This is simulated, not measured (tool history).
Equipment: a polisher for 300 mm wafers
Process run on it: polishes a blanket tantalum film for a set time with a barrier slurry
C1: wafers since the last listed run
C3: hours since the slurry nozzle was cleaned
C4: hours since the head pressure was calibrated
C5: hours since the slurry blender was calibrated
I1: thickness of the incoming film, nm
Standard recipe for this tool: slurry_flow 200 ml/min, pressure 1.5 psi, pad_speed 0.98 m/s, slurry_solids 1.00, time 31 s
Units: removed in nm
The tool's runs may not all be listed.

Run 1, hour 0.0: usual settings; C1 0; wafers polished on this pad 192; C3 271.0; C4 486.0; C5 101.8; I1 311.4. Result: removed 38.6 nm.
Run 2, hour 154.9: usual settings; C1 2592; wafers polished on this pad 2785; C3 425.9; C4 640.9; C5 256.7; I1 309.3. Result: removed 41.8 nm.
At hour 246.5: slurry nozzle cleaned.
At hour 358.7: head pressure recalibrated.
At hour 364.3: slurry blender recalibrated.
Run 3, hour 378.1: usual settings; C1 3652; wafers polished on this pad 6437; C3 131.6; C4 19.4; C5 13.8; I1 305.9. Result: removed 38.0 nm.
At hour 443.1: worn pad replaced by a new one.
Run 4, hour 459.3: usual settings but slurry_solids 0.90; C1 1292; wafers polished on this pad 270; C3 212.8; C4 100.6; C5 95.0; I1 309.6. Result: removed 36.6 nm.
Run 5, hour 506.9: usual settings but time 35 s; C1 796; wafers polished on this pad 1067; C3 260.4; C4 148.2; C5 142.6; I1 310.3. Result: removed 42.7 nm.
Run 6, hour 582.5: usual settings but time 35 s; C1 1265; wafers polished on this pad 2333; C3 336.0; C4 223.8; C5 218.2; I1 309.1. Result: removed 43.9 nm.
Run 7, hour 637.2: usual settings but time 35 s; C1 915; wafers polished on this pad 3248; C3 390.7; C4 278.5; C5 272.9; I1 307.3. Result: removed 42.7 nm.
Run 8, hour 729.7: usual settings; C1 1548; wafers polished on this pad 4796; C3 483.2; C4 371.0; C5 365.4; I1 316.0. Result: removed 38.8 nm.
At hour 751.4: slurry nozzle cleaned.
Run 9, hour 799.4: usual settings; C1 1149; wafers polished on this pad 5946; C3 48.0; C4 440.7; C5 435.1; I1 306.8. Result: removed 39.3 nm.
At hour 863.2: slurry blender recalibrated.
Run 10, hour 894.1: usual settings; C1 1551; wafers polished on this pad 7498; C3 142.7; C4 535.4; C5 30.9; I1 305.7. Result: removed 40.0 nm.
Run 11, hour 933.5: usual settings; C1 659; wafers polished on this pad 8157; C3 182.1; C4 574.8; C5 70.3; I1 316.3. Result: removed 39.7 nm.
At hour 1011.1: worn pad replaced by a new one.
Run 12, hour 1019.3: usual settings; C1 1369; wafers polished on this pad 136; C3 267.9; C4 660.6; C5 156.1; I1 314.5. Result: removed 40.5 nm.
Run 13, hour 1080.4: usual settings but pad_speed 0.82 m/s; C1 1022; wafers polished on this pad 1159; C3 329.0; C4 721.7; C5 217.2; I1 310.1. Result: removed 36.1 nm.
Run 14, hour 1160.3: usual settings but pressure 1.0 psi; C1 1337; wafers polished on this pad 2496; C3 408.9; C4 801.6; C5 297.1; I1 311.3. Result: removed 28.1 nm.
At hour 1230.9: head pressure recalibrated.
Run 15, hour 1246.9: usual settings but pad_speed 0.88 m/s, slurry_solids 0.80, time 28 s; C1 1416; wafers polished on this pad 3912; C3 495.5; C4 16.0; C5 383.7; I1 314.9. Result: removed 30.2 nm.
At hour 1278.8: slurry nozzle cleaned.
Run 16, hour 1284.0: usual settings but pressure 1.0 psi; C1 604; wafers polished on this pad 4517; C3 5.2; C4 53.1; C5 420.8; I1 310.4. Result: removed 26.0 nm.
Run 17, hour 1324.8: usual settings but slurry_flow 240 ml/min, pad_speed 1.32 m/s, slurry_solids 1.25, time 20 s; C1 682; wafers polished on this pad 5200; C3 46.0; C4 93.9; C5 461.6; I1 310.7. Result: removed 33.9 nm.
Run 18, hour 1375.8: usual settings but pressure 1.9 psi, slurry_solids 1.10; C1 853; wafers polished on this pad 6053; C3 97.0; C4 144.9; C5 512.6; I1 309.9. Result: removed 48.5 nm.
Run 19, hour 1415.1: usual settings but slurry_flow 170 ml/min, pad_speed 0.70 m/s; C1 657; wafers polished on this pad 6711; C3 136.3; C4 184.2; C5 551.9; I1 310.7. Result: removed 29.4 nm.
At hour 1437.6: slurry blender recalibrated.
Run 20, hour 1468.6: usual settings; C1 862; wafers polished on this pad 7573; C3 189.8; C4 237.7; C5 31.0; I1 313.2. Result: removed 38.3 nm.
At hour 1502.5: worn pad replaced by a new one.
Run 21, hour 1508.7: usual settings; C1 604; wafers polished on this pad 104; C3 229.9; C4 277.8; C5 71.1; I1 312.8. Result: removed 39.2 nm.
Run 22, hour 1604.4: usual settings but pad_speed 1.28 m/s, time 21 s; C1 1601; wafers polished on this pad 1705; C3 325.6; C4 373.5; C5 166.8; I1 312.1. Result: removed 32.6 nm.
Run 23, hour 1675.7: usual settings but pad_speed 0.80 m/s; C1 1193; wafers polished on this pad 2899; C3 396.9; C4 444.8; C5 238.1; I1 313.0. Result: removed 34.6 nm.
Run 24, hour 1777.4: usual settings but slurry_solids 1.20; C1 1702; wafers polished on this pad 4601; C3 498.6; C4 546.5; C5 339.8; I1 311.6. Result: removed 42.4 nm.
At hour 1788.0: slurry nozzle cleaned.
Run 25, hour 1820.8: usual settings; C1 709; wafers polished on this pad 5311; C3 32.8; C4 589.9; C5 383.2; I1 310.5. Result: removed 39.6 nm.
Run 26, hour 1879.6: usual settings but pressure 1.9 psi, pad_speed 1.10 m/s; C1 984; wafers polished on this pad 6295; C3 91.6; C4 648.7; C5 442.0; I1 311.7. Result: removed 57.7 nm.
Run 27, hour 1919.2: usual settings; C1 662; wafers polished on this pad 6958; C3 131.2; C4 688.3; C5 481.6; I1 309.5. Result: removed 42.0 nm.
At hour 1942.3: slurry blender recalibrated.
At hour 1955.1: worn pad replaced by a new one.
Run 28, hour 1977.1: usual settings; C1 868; wafers polished on this pad 368; C3 189.1; C4 746.2; C5 34.8; I1 307.8. Result: removed 42.9 nm.
Run 29, hour 2072.8: usual settings but pressure 1.0 psi, pad_speed 0.72 m/s; C1 1601; wafers polished on this pad 1970; C3 284.8; C4 841.9; C5 130.5; I1 310.1. Result: removed 23.2 nm.
At hour 2094.9: head pressure recalibrated.
Run 30, hour 2145.6: usual settings; C1 1185; wafers polished on this pad 3155; C3 357.6; C4 50.7; C5 203.3; I1 309.4. Result: removed 37.7 nm.

Exercise: give the hidden state of the tool at every run:
removal rate lost through wear of the pad, %: 0 in every run
slurry flow missing at the pad, %: 0 in every run
abrasive missing from the slurry, %: 0 in every run
H1: deviation of the head's pressure from its setpoint, %
run       H1
  1     4.52
  2     7.57
  3   -0.234
  4  -0.0635
  5    0.143
  6    0.635
  7     1.11
  8     2.16
  9     3.15
 10     4.77
 11     5.53
 12     7.38
 13     8.86
 14       11
 15     1.24
 16     1.28
 17     1.39
 18      1.6
 19     1.83
 20     2.22
 21     2.58
 22     3.67
 23     4.69
 24     6.45
 25     7.31
 26     8.58
 27     9.51
 28       11
 29     13.6
 30    0.898
